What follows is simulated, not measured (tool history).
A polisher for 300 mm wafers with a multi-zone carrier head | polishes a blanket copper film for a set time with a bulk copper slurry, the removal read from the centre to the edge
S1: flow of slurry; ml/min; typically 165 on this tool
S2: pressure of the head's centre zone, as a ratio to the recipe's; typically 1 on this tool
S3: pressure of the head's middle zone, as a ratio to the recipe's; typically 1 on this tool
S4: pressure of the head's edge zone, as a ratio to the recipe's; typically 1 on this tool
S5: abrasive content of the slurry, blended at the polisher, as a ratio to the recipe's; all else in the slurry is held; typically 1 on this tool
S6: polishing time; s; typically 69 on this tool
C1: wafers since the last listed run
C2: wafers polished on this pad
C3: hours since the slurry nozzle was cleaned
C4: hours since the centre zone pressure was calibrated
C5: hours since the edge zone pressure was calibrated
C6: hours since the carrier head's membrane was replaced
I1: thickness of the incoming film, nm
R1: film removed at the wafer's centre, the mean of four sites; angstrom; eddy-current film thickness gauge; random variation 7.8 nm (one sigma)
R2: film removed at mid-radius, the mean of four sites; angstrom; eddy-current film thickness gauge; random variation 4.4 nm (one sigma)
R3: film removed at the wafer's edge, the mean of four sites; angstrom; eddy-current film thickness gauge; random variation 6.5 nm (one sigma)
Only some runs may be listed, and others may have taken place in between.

run,hour,S1,S2,S3,S4,S5,S6,C1,C2,C3,C4,C5,C6,I1,R1,R2,R3
1,0,165,1,0.94,1,1,69,0,415,509.8,853.8,466.1,395,4382.5,7385,6363,6393
2,20.5,165,1,0.94,1,1,69,269,685,530.3,874.3,486.6,415.5,4382.7,7171,6232,6314
3,33.3,200,1,1,1,1,69,168,853,543.1,887.1,499.4,428.3,4396.8,7377,6582,6276
4,49.8,165,1,1.04,1,1,69,216,1070,559.6,903.6,515.9,444.8,4358.8,7177,6455,6185
5,67,165,1,1.04,1,1,69,225,1295,576.8,920.8,533.1,462,4405.6,6806,6305,5893
6,87.4,165,1.06,1,1,1,69,267,1563,597.2,941.2,553.5,482.4,4451.5,7150,6011,5862
# hour 93.1: worn pad replaced by a new one
7,114.6,165,1.06,1,1,1,69,304,281,624.4,968.4,580.7,509.6,4462.5,7675,6563,6253
# hour 160.9: centre zone pressure recalibrated
8,176.7,165,1,1,1,1,57,789,1071,686.5,15.8,642.8,571.7,4352.8,5132,5054,4884
# hour 193: worn pad replaced by a new one
9,193.5,165,1,1,1,1,57,168,6,703.3,32.6,659.6,588.5,4477,5786,5681,5464
10,217.8,165,1,1,1,1,69,319,325,727.6,56.9,683.9,612.8,4429.5,6797,6656,6483
11,234.6,125,0.97,1,0.92,1,69,220,546,744.4,73.7,700.7,629.6,4492.1,6009,6148,5757
12,269.1,165,1,0.94,1,1,69,453,999,778.9,108.2,735.2,664.1,4382.6,6536,6089,6048
# hour 302.5: worn pad replaced by a new one
13,303,125,1.03,1,0.93,1,69,392,6,812.8,142.1,769.1,698,4424.4,6680,6369,6094
# hour 319.2: carrier head's membrane replaced by a new one
14,326.8,165,1,1.09,1,1,77,246,253,836.6,165.9,792.9,7.6,4495.9,7537,7804,7241
15,361.4,165,0.94,1,1,1,69,454,707,871.2,200.5,827.5,42.2,4463.5,6193,6372,6249
# hour 364.6: slurry nozzle cleaned
16,395.2,165,1,1,1,1,69,430,1138,30.6,234.3,861.3,76,4361.7,6383,6107,5980
# hour 403.2: edge zone pressure recalibrated
17,410.8,165,1,1,0.91,1.1,69,178,1317,46.2,249.9,7.6,91.6,4371.6,6432,6134,5733
# hour 428.2: worn pad replaced by a new one
18,442.5,165,1,1.11,1,1,86,363,187,77.9,281.6,39.3,123.3,4427.9,8712,8928,7964
19,490.5,205,1,1,1,1,69,630,817,125.9,329.6,87.3,171.3,4402.7,6799,6561,6174
20,521.3,105,1,1,1,1,62,404,1222,156.7,360.4,118.1,202.1,4436.3,5079,4844,4814

Below are 5 alternative next runs, each starting from the tool's condition after run 20. Predict each:
A,521.7,165,1,1,1,1,56,5,1227,157.1,360.8,118.5,202.5,4456.3,?,?,?
B,521.7,185,1,0.89,1,1,69,5,1227,157.1,360.8,118.5,202.5,4456.3,?,?,?
C,521.7,165,1,0.89,1,1,69,5,1227,157.1,360.8,118.5,202.5,4456.3,?,?,?
D,521.7,115,1.07,1,1.1,1,54,5,1227,157.1,360.8,118.5,202.5,4456.3,?,?,?
E,521.7,115,1,1,0.95,1,54,5,1227,157.1,360.8,118.5,202.5,4456.3,?,?,?

run,R1,R2,R3
A,5275,4944,4854
B,6646,5767,6079
C,6495,5649,5988
D,4930,4370,4615
E,4612,4372,4296
The same runs, with their run-to-run variation unchanged, on a tool lacking any hidden condition would have given:
run,R1,R2,R3
A,5710,5602,5499
B,7195,6534,6887
C,7031,6401,6784
D,5339,4951,5228
E,4993,4954,4867
